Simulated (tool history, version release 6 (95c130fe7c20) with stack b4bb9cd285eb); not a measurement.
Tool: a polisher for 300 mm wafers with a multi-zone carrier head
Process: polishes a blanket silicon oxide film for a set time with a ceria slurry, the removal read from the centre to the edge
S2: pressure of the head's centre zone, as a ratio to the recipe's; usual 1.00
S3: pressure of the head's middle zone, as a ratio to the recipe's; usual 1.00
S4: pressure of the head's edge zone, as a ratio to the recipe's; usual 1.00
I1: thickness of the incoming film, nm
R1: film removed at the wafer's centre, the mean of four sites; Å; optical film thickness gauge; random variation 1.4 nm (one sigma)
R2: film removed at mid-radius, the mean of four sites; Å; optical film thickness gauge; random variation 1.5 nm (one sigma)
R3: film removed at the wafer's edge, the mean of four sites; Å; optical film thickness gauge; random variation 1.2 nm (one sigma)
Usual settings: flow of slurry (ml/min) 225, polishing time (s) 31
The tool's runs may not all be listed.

Run 1, day 0.000: usual settings; I1 1208.2. Result: R1 1717 Å, R2 1630 Å, R3 1623 Å.
Run 2, day 2.604: usual settings; I1 1229.0. Result: R1 1709 Å, R2 1614 Å, R3 1612 Å.
At day 3.733: worn pad replaced by a new one.
Run 3, day 5.138: usual settings; I1 1227.3. Result: R1 1716 Å, R2 1630 Å, R3 1635 Å.
At day 5.562: slurry nozzle cleaned.
Run 4, day 8.025: usual settings but S4 0.94; I1 1211.7. Result: R1 1735 Å, R2 1632 Å, R3 1576 Å.
Run 5, day 9.992: usual settings but S4 0.94; I1 1241.5. Result: R1 1766 Å, R2 1609 Å, R3 1573 Å.
At day 10.983: worn pad replaced by a new one.
Run 6, day 12.200: usual settings but polishing time (s) 26; I1 1240.5. Result: R1 1491 Å, R2 1341 Å, R3 1370 Å.
Run 7, day 14.671: usual settings but polishing time (s) 26; I1 1216.1. Result: R1 1455 Å, R2 1377 Å, R3 1358 Å.
At day 15.317: centre zone pressure recalibrated.
At day 17.517: worn pad replaced by a new one.
Run 8, day 17.662: usual settings but polishing time (s) 26; I1 1234.5. Result: R1 1368 Å, R2 1385 Å, R3 1355 Å.
At day 17.908: slurry nozzle cleaned.
At day 19.829: edge zone pressure recalibrated.
Run 9, day 21.154: usual settings but flow of slurry (ml/min) 160, S3 1.09, polishing time (s) 41; I1 1249.5. Result: R1 2037 Å, R2 2168 Å, R3 2080 Å.
Run 10, day 24.029: usual settings but flow of slurry (ml/min) 275, S4 0.96; I1 1224.1. Result: R1 1699 Å, R2 1681 Å, R3 1618 Å.
At day 24.708: worn pad replaced by a new one.
At day 25.683: carrier head's membrane replaced by a new one.
Run 11, day 25.929: usual settings; I1 1234.3. Result: R1 1675 Å, R2 1633 Å, R3 1618 Å.
Run 12, day 26.996: usual settings but S3 1.09, S4 0.88; I1 1220.1. Result: R1 1649 Å, R2 1773 Å, R3 1531 Å.
Run 13, day 28.204: usual settings; I1 1224.1. Result: R1 1669 Å, R2 1628 Å, R3 1622 Å.
Run 14, day 29.821: usual settings but S2 0.94, S3 1.08, polishing time (s) 40; I1 1250.6. Result: R1 2037 Å, R2 2211 Å, R3 2093 Å.
At day 30.117: slurry nozzle cleaned.
At day 31.938: worn pad replaced by a new one.
Run 15, day 32.042: usual settings but flow of slurry (ml/min) 150, polishing time (s) 25; I1 1237.1. Result: R1 1304 Å, R2 1239 Å, R3 1248 Å.

Run 16 comes next. What will it give?
Run 16, day 34.467: usual settings but flow of slurry (ml/min) 150; I1 1216.4. Result: R1 ?, R2 ?, R3 ?.

R1: 1621 Å
R2: 1504 Å
R3: 1567 Å
Without the tool's hidden state the same run would have given R1 1566 Å, R2 1505 Å, R3 1567 Å.
